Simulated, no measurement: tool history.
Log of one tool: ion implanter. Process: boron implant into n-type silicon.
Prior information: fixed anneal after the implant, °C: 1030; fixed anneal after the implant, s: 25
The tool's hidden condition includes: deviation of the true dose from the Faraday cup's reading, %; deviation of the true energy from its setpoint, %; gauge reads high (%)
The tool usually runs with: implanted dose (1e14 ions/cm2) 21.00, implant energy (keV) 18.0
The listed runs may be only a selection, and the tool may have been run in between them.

run	hour	implanted dose (1e14 ions/cm2)	implant energy (keV)	wafers since the last listed run	hours since the last dose calibration	hours since the extraction supply was calibrated	hours since the gauge calibration	read-back reference wafer on the same gauge, sheet resistance	sheet resistance of the implanted and annealed layer (ohm/square)
1	0.0	21.00	18.0	0	835.7	4978.0	420.2	63.27	69.34
2	48.8	21.00	18.0	650	884.5	5026.8	469.0	63.15	69.32
3	91.4	21.00	18.0	567	927.1	5069.4	511.6	63.22	69.21
4	142.8	21.00	18.0	685	978.5	5120.8	563.0	63.21	69.55
5	222.2	21.00	18.0	1058	1057.9	5200.2	642.4	63.20	69.60
6	486.2	21.00	18.0	3518	1321.9	5464.2	906.4	63.16	69.43
7	562.3	21.00	18.0	1014	1398.0	5540.3	982.5	63.22	69.74
8	667.7	21.00	18.0	1404	1503.4	5645.7	1087.9	63.21	69.39
# hour 729.1: extraction supply calibrated
9	767.0	21.00	18.0	1216	1602.7	37.9	1187.2	63.20	69.73
# hour 801.1: Faraday cup replaced and dose calibrated
10	861.5	21.00	18.0	1152	60.4	132.4	1281.7	63.16	67.87
11	899.8	21.00	18.0	510	98.7	170.7	1320.0	63.22	67.79
12	945.0	21.00	16.0	602	143.9	215.9	1365.2	63.25	70.61
# hour 981.0: gauge calibrated
13	990.4	24.86	20.5	605	189.3	261.3	9.4	63.12	59.78
14	1088.5	26.41	12.5	1307	287.4	359.4	107.5	63.20	71.70
15	1187.5	21.00	21.0	1319	386.4	458.4	206.5	63.14	66.02
16	1280.9	25.67	23.0	1244	479.8	551.8	299.9	63.14	57.45
17	1377.4	23.17	12.0	1286	576.3	648.3	396.4	63.18	76.03

Expected results for the next run?
18	1446.1	26.26	18.0	915	645.0	717.0	465.1	?	?

{"run 18": {"read-back reference wafer on the same gauge, sheet resistance": 63.1, "sheet resistance of the implanted and annealed layer (ohm/square)": 61.55}}
If the tool had no hidden condition, the same run with the same run-to-run variation would have returned sheet resistance of the implanted and annealed layer (ohm/square) 60.55.

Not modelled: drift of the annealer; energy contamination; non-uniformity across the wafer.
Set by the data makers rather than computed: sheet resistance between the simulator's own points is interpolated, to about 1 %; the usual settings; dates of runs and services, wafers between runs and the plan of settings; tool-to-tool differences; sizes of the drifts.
